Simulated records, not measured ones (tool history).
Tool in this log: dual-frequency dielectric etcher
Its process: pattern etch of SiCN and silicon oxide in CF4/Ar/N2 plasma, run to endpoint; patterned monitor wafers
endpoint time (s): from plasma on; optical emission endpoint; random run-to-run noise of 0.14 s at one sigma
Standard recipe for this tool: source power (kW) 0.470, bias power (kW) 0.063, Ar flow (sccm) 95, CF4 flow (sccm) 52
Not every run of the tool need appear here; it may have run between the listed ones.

run	day	source power (kW)	bias power (kW)	Ar flow (sccm)	CF4 flow (sccm)	incoming incoming film thickness, nm	endpoint time (s)
1	0.000	0.470	0.063	95	52	14.58	16.8
2	0.429	0.470	0.063	95	52	14.52	16.6
# day 2.579: Ar flow controller replaced
3	2.600	0.470	0.063	95	52	14.49	16.7
4	2.758	0.540	0.063	114	58	14.61	15.3
5	3.329	0.570	0.058	74	41	14.49	13.7
6	3.979	0.510	0.063	112	43	14.34	16.4
# day 4.196: source power generator calibrated
7	4.354	0.470	0.063	95	52	14.60	16.4
8	4.683	0.540	0.063	114	58	14.49	15.1
# day 5.792: upper electrode replaced
9	5.812	0.470	0.053	77	52	14.59	16.5
10	5.825	0.470	0.063	95	52	14.57	16.6
11	5.838	0.440	0.051	106	52	14.51	19.1
12	6.125	0.470	0.048	95	52	14.68	17.9
13	6.733	0.380	0.068	82	52	14.59	18.9
14	7.358	0.470	0.071	108	52	14.48	16.2
15	7.817	0.470	0.063	95	52	14.57	16.6
16	8.308	0.470	0.053	95	49	14.57	17.7
17	8.642	0.470	0.063	85	64	14.68	15.9
18	9.183	0.530	0.063	95	52	14.58	14.9
19	9.512	0.470	0.063	111	52	14.69	17.2
20	10.254	0.470	0.050	103	42	14.54	18.3
21	10.879	0.550	0.076	106	47	14.63	14.0
22	11.612	0.470	0.063	110	52	14.54	16.9
23	12.071	0.530	0.068	104	48	14.71	15.0
24	12.321	0.470	0.063	95	52	14.53	16.1

Forecast each of these 4 alternatives for the next run:
A	12.338	0.470	0.063	95	52	14.49	?
B	12.338	0.470	0.063	87	44	14.49	?
C	12.338	0.560	0.079	104	40	14.49	?
D	12.338	0.370	0.072	85	41	14.49	?

run	endpoint time (s)
A	16.3
B	16.3
C	13.6
D	19.5
With no hidden state in the tool, these same runs would have given:
run	endpoint time (s)
A	16.9
B	16.9
C	14.1
D	20.2
